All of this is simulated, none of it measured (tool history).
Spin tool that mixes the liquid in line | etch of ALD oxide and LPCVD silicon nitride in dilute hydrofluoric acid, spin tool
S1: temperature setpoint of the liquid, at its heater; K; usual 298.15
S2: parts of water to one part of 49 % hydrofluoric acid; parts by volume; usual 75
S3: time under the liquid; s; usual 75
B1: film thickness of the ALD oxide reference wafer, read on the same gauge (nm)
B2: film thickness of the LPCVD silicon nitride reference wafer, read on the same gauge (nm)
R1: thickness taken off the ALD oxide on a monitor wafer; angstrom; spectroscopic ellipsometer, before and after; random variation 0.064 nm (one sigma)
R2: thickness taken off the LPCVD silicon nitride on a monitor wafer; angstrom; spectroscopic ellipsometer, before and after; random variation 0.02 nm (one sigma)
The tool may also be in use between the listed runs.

| run | hour | S1 | S2 | S3 | B1 | B2 | R1 | R2 |
|---|---|---|---|---|---|---|---|---|
| 1 | 0.0 | 298.15 | 75 | 90 | 120.04 | 70.014 | 139.5 | 6.01 |
| 2 | 66.8 | 298.15 | 75 | 75 | 120.01 | 70.002 | 115.8 | 5.37 |
| 3 | 161.4 | 298.15 | 75 | 105 | 119.96 | 70.027 | 160.9 | 7.41 |
|  | 212.0 | thermometer replaced |
| 4 | 214.8 | 298.15 | 75 | 105 | 120.05 | 70.013 | 168.5 | 7.96 |
| 5 | 263.9 | 298.15 | 75 | 105 | 120.02 | 70.009 | 166.7 | 7.52 |
| 6 | 321.5 | 298.15 | 75 | 75 | 119.99 | 69.981 | 118.0 | 5.74 |
|  | 373.5 | hydrofluoric acid flow meter replaced |
| 7 | 378.3 | 298.15 | 75 | 75 | 119.98 | 70.000 | 117.8 | 5.46 |
| 8 | 441.1 | 298.15 | 75 | 100 | 119.99 | 70.026 | 154.7 | 7.18 |
| 9 | 530.8 | 293.15 | 110 | 35 | 120.00 | 69.992 | 28.7 | 1.21 |
| 10 | 600.7 | 298.15 | 75 | 75 | 120.02 | 69.967 | 116.0 | 5.33 |
| 11 | 669.9 | 294.15 | 75 | 115 | 120.01 | 70.002 | 147.8 | 6.21 |
|  | 719.0 | thermometer replaced |
|  | 764.5 | gauge calibrated |
| 12 | 869.2 | 298.15 | 75 | 115 | 119.94 | 69.965 | 181.7 | 8.50 |
| 13 | 935.0 | 294.15 | 45 | 40 | 120.01 | 70.008 | 91.1 | 3.74 |
| 14 | 985.7 | 295.65 | 100 | 75 | 120.01 | 69.974 | 76.9 | 3.43 |
| 15 | 1022.2 | 298.15 | 45 | 60 | 120.03 | 70.008 | 160.5 | 7.37 |
| 16 | 1068.7 | 296.15 | 75 | 75 | 120.02 | 70.037 | 106.9 | 4.66 |
| 17 | 1295.9 | 294.65 | 55 | 45 | 120.01 | 69.985 | 81.4 | 3.15 |
|  | 1304.4 | thermometer replaced |
|  | 1323.3 | hydrofluoric acid flow meter replaced |
| 18 | 1391.0 | 295.15 | 110 | 75 | 119.96 | 69.982 | 69.1 | 3.07 |
| 19 | 1487.3 | 298.15 | 75 | 75 | 120.00 | 70.028 | 117.5 | 5.85 |
| 20 | 1562.6 | 295.15 | 110 | 75 | 119.94 | 70.024 | 67.7 | 3.12 |
| 21 | 1642.6 | 298.15 | 75 | 60 | 120.03 | 70.023 | 92.4 | 4.19 |
| 22 | 1681.1 | 298.15 | 75 | 75 | 120.02 | 69.988 | 115.3 | 5.55 |
| 23 | 1745.2 | 298.15 | 40 | 75 | 119.99 | 69.996 | 226.8 | 9.47 |
| 24 | 1868.3 | 298.15 | 75 | 75 | 120.02 | 70.007 | 113.6 | 5.28 |
|  | 1917.9 | thermometer replaced |
| 25 | 1956.7 | 299.65 | 75 | 95 | 120.00 | 69.982 | 161.1 | 7.98 |

Forecast each of these 5 alternatives for the next run:
| A | 1957.1 | 298.15 | 75 | 40 | ? | ? | ? | ? |
| B | 1957.1 | 298.15 | 90 | 75 | ? | ? | ? | ? |
| C | 1957.1 | 295.65 | 105 | 75 | ? | ? | ? | ? |
| D | 1957.1 | 301.15 | 75 | 115 | ? | ? | ? | ? |
| E | 1957.1 | 295.65 | 75 | 45 | ? | ? | ? | ? |

| run | B1 | B2 | R1 | R2 |
|---|---|---|---|---|
| A | 120.00 | 70.012 | 64.0 | 2.94 |
| B | 120.00 | 70.012 | 98.0 | 4.60 |
| C | 120.00 | 70.012 | 74.7 | 3.35 |
| D | 120.00 | 70.012 | 207.1 | 10.28 |
| E | 120.00 | 70.012 | 65.0 | 2.80 |
Without the tool's hidden state the same runs would have given:
| run | R1 | R2 |
|---|---|---|
| A | 64.3 | 2.96 |
| B | 98.5 | 4.64 |
| C | 75.0 | 3.38 |
| D | 208.0 | 10.35 |
| E | 65.3 | 2.82 |
